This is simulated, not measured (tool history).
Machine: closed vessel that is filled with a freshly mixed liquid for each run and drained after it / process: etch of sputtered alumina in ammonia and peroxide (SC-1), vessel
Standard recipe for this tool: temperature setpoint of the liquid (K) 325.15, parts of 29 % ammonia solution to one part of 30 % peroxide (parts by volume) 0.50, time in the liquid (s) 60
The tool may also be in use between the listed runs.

run   hour  temperature setpoint of the liquid (K)  parts of 29 % ammonia solution to one part of 30 % peroxide (parts by volume)  time in the liquid (s)  wafers since the last listed run  hours since the thermometer was replaced  hours since the ammonia flow meter was replaced  hours since the drum of ammonia solution was connected  hours since the gauge calibration  read-back film thickness of the sputtered alumina reference wafer, read on the same gauge (nm)  thickness taken off the sputtered alumina on a monitor wafer (Å)
  1    0.0                                  320.15                                                                           0.50                      60                                 0                                     497.7                                           2175.1                                                   288.0                              542.5                                                                                           59.98                                                              47.6
  2   19.6                                  325.15                                                                           0.50                      60                              2600                                     517.3                                           2194.7                                                   307.6                              562.1                                                                                           60.01                                                              62.7
  3   31.9                                  325.15                                                                           0.50                      60                              1632                                     529.6                                           2207.0                                                   319.9                              574.4                                                                                           60.00                                                              61.6
      48.6  -- ammonia flow meter replaced
  4   56.3                                  325.15                                                                           0.50                      60                              3105                                     554.0                                              7.7                                                   344.3                              598.8                                                                                           60.03                                                              62.6
  5   82.2                                  325.15                                                                           0.50                      60                              3436                                     579.9                                             33.6                                                   370.2                              624.7                                                                                           60.02                                                              62.8
  6  104.7                                  325.15                                                                           0.50                      60                              2985                                     602.4                                             56.1                                                   392.7                              647.2                                                                                           59.98                                                              62.2
  7  125.6                                  325.15                                                                           0.50                      60                              2773                                     623.3                                             77.0                                                   413.6                              668.1                                                                                           60.04                                                              62.9
  8  143.3                                  325.15                                                                           0.50                      60                              2348                                     641.0                                             94.7                                                   431.3                              685.8                                                                                           59.97                                                              62.2
  9  166.2                                  325.15                                                                           0.50                      60                              3038                                     663.9                                            117.6                                                   454.2                              708.7                                                                                           59.99                                                              62.2
 10  194.7                                  330.15                                                                           0.50                      90                              3781                                     692.4                                            146.1                                                   482.7                              737.2                                                                                           60.00                                                             122.8
 11  206.9                                  325.15                                                                           0.50                      75                              1618                                     704.6                                            158.3                                                   494.9                              749.4                                                                                           60.05                                                              78.7
 12  226.5                                  331.15                                                                           0.35                      60                              2600                                     724.2                                            177.9                                                   514.5                              769.0                                                                                           60.01                                                              82.8
     237.8  -- new drum of ammonia solution connected
 13  288.0                                  325.15                                                                           0.35                      70                              8028                                     785.7                                            239.4                                                    50.2                              830.5                                                                                           60.01                                                              69.8
 14  300.7                                  329.65                                                                           0.70                      85                              1685                                     798.4                                            252.1                                                    62.9                              843.2                                                                                           59.95                                                             116.8
 15  318.9                                  325.15                                                                           0.50                      60                              2415                                     816.6                                            270.3                                                    81.1                              861.4                                                                                           59.99                                                              62.3
 16  347.2                                  325.15                                                                           0.50                      60                              3755                                     844.9                                            298.6                                                   109.4                              889.7                                                                                           60.00                                                              62.6
 17  366.8                                  329.65                                                                           0.50                      60                              2600                                     864.5                                            318.2                                                   129.0                              909.3                                                                                           60.01                                                              79.9
 18  397.2                                  331.65                                                                           0.50                      60                              4034                                     894.9                                            348.6                                                   159.4                              939.7                                                                                           59.99                                                              88.1
 19  418.6                                  325.15                                                                           0.50                      60                              2839                                     916.3                                            370.0                                                   180.8                              961.1                                                                                           59.99                                                              62.8
     422.5  -- gauge calibrated
     446.2  -- thermometer replaced
 20  447.0                                  325.15                                                                           0.60                      60                              3635                                       0.8                                            398.4                                                   209.2                               24.5                                                                                           59.98                                                              63.3
 21  467.0                                  318.15                                                                           0.50                      60                              2653                                      20.8                                            418.4                                                   229.2                               44.5                                                                                           59.98                                                              42.8
 22  498.9                                  325.15                                                                           0.50                      60                              4233                                      52.7                                            450.3                                                   261.1                               76.4                                                                                           59.98                                                              61.9
 23  513.9                                  333.65                                                                           0.25                      45                              1990                                      67.7                                            465.3                                                   276.1                               91.4                                                                                           60.00                                                              68.3
 24  536.0                                  325.15                                                                           0.50                      60                              2932                                      89.8                                            487.4                                                   298.2                              113.5                                                                                           59.99                                                              62.5
 25  556.0                                  317.65                                                                           0.50                      60                              2653                                     109.8                                            507.4                                                   318.2                              133.5                                                                                           60.02                                                              41.1
 26  570.0                                  325.15                                                                           0.50                      60                              1857                                     123.8                                            521.4                                                   332.2                              147.5                                                                                           60.00                                                              62.0
 27  592.4                                  331.65                                                                           0.50                      60                              2972                                     146.2                                            543.8                                                   354.6                              169.9                                                                                           60.03                                                              88.0
 28  625.8                                  328.65                                                                           0.50                      60                              4432                                     179.6                                            577.2                                                   388.0                              203.3                                                                                           59.99                                                              75.2

Each row is a separate what-if for the run after 28, all from the same tool condition, not one after another. Results?
  A  626.5                                  325.15                                                                           0.50                      60                                92                                     180.3                                            577.9                                                   388.7                              204.0                                                                                               ?                                                                 ?
  B  626.5                                  322.15                                                                           0.50                      35                                92                                     180.3                                            577.9                                                   388.7                              204.0                                                                                               ?                                                                 ?
  C  626.5                                  325.15                                                                           0.50                      30                                92                                     180.3                                            577.9                                                   388.7                              204.0                                                                                               ?                                                                 ?
  D  626.5                                  325.15                                                                           0.25                      60                                92                                     180.3                                            577.9                                                   388.7                              204.0                                                                                               ?                                                                 ?
  E  626.5                                  333.65                                                                           0.25                      40                                92                                     180.3                                            577.9                                                   388.7                              204.0                                                                                               ?                                                                 ?

run  read-back film thickness of the sputtered alumina reference wafer, read on the same gauge (nm)  thickness taken off the sputtered alumina on a monitor wafer (Å)
  A                                                                                           60.01                                                              63.0
  B                                                                                           60.01                                                              31.2
  C                                                                                           60.01                                                              31.5
  D                                                                                           60.01                                                              58.9
  E                                                                                           60.01                                                              61.5
With no hidden state in the tool, these same runs would have given:
run  thickness taken off the sputtered alumina on a monitor wafer (Å)
  A                                                              63.0
  B                                                              31.2
  C                                                              31.5
  D                                                              58.9
  E                                                              61.5
